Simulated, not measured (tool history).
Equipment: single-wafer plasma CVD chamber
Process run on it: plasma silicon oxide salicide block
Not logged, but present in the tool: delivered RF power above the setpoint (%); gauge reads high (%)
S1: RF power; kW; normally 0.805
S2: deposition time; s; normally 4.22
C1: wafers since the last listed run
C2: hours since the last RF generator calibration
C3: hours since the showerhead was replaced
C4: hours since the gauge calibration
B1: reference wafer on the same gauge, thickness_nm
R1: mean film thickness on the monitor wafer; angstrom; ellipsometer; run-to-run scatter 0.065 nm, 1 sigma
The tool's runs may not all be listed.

| run | hour | S1 | S2 | C1 | C2 | C3 | C4 | B1 | R1 |
|---|---|---|---|---|---|---|---|---|---|
| 1 | 0 | 0.805 | 4.22 | 0 | 1735.7 | 3332.7 | 68.6 | 43.011 | 399.06 |
| 2 | 17.3 | 0.855 | 4.22 | 330 | 1753 | 3350 | 85.9 | 43.007 | 412.24 |
| 3 | 32.9 | 0.855 | 4.22 | 298 | 1768.6 | 3365.6 | 101.5 | 42.979 | 411.17 |
| 4 | 50.3 | 0.765 | 4.22 | 332 | 1786 | 3383 | 118.9 | 43.001 | 388 |
| 5 | 84.5 | 0.765 | 4.22 | 654 | 1820.2 | 3417.2 | 153.1 | 43.03 | 387.99 |
| 6 | 95.3 | 0.765 | 4.22 | 206 | 1831 | 3428 | 163.9 | 43.004 | 389.56 |
|  | 108.8 | RF generator calibrated |
| 7 | 109.3 | 0.805 | 4.22 | 114 | 0.5 | 3442 | 177.9 | 42.996 | 417.78 |
| 8 | 116.8 | 0.805 | 4.22 | 143 | 8 | 3449.5 | 185.4 | 43.007 | 417.16 |
| 9 | 127.1 | 0.805 | 4.22 | 197 | 18.3 | 3459.8 | 195.7 | 42.998 | 417.16 |
| 10 | 135.8 | 0.805 | 4.22 | 166 | 27 | 3468.5 | 204.4 | 42.997 | 417.22 |
|  | 151.6 | showerhead replaced, of another model than before |
| 11 | 153 | 0.75 | 4.22 | 175 | 44.2 | 1.4 | 221.6 | 43.005 | 387.9 |
|  | 183.5 | gauge calibrated |
| 12 | 190 | 0.945 | 3.48 | 707 | 81.2 | 38.4 | 6.5 | 42.999 | 387.24 |
| 13 | 199.9 | 0.765 | 4.22 | 189 | 91.1 | 48.3 | 16.4 | 42.989 | 393.68 |
| 14 | 216.1 | 0.76 | 3.73 | 309 | 107.3 | 64.5 | 32.6 | 43.007 | 345.61 |
| 15 | 229.7 | 0.93 | 3.46 | 260 | 120.9 | 78.1 | 46.2 | 43.018 | 378.02 |
| 16 | 244.9 | 0.92 | 3.66 | 290 | 136.1 | 93.3 | 61.4 | 42.984 | 396.68 |
| 17 | 263.2 | 0.915 | 4.9 | 350 | 154.4 | 111.6 | 79.7 | 42.997 | 526.8 |
| 18 | 278.9 | 0.805 | 4.22 | 300 | 170.1 | 127.3 | 95.4 | 43.001 | 410.34 |
| 19 | 287.4 | 0.755 | 5.05 | 162 | 178.6 | 135.8 | 103.9 | 42.992 | 461.22 |
| 20 | 301.3 | 0.695 | 4.95 | 265 | 192.5 | 149.7 | 117.8 | 42.983 | 410.15 |
| 21 | 310.3 | 0.805 | 4.78 | 172 | 201.5 | 158.7 | 126.8 | 43.004 | 463.18 |

Branching from run 21: 3 alternative next runs. What would each branch give?
| A | 310.7 | 0.87 | 4.22 | 7 | 201.9 | 159.1 | 127.2 | ? | ? |
| B | 310.7 | 0.805 | 3.67 | 7 | 201.9 | 159.1 | 127.2 | ? | ? |
| C | 310.7 | 0.695 | 4.22 | 7 | 201.9 | 159.1 | 127.2 | ? | ? |

| run | B1 | R1 |
|---|---|---|
| A | 43.002 | 435.06 |
| B | 43.002 | 354.57 |
| C | 43.002 | 348.23 |
Without the tool's unlogged condition, the same runs would have read:
| run | R1 |
|---|---|
| A | 444.34 |
| B | 362.14 |
| C | 355.67 |

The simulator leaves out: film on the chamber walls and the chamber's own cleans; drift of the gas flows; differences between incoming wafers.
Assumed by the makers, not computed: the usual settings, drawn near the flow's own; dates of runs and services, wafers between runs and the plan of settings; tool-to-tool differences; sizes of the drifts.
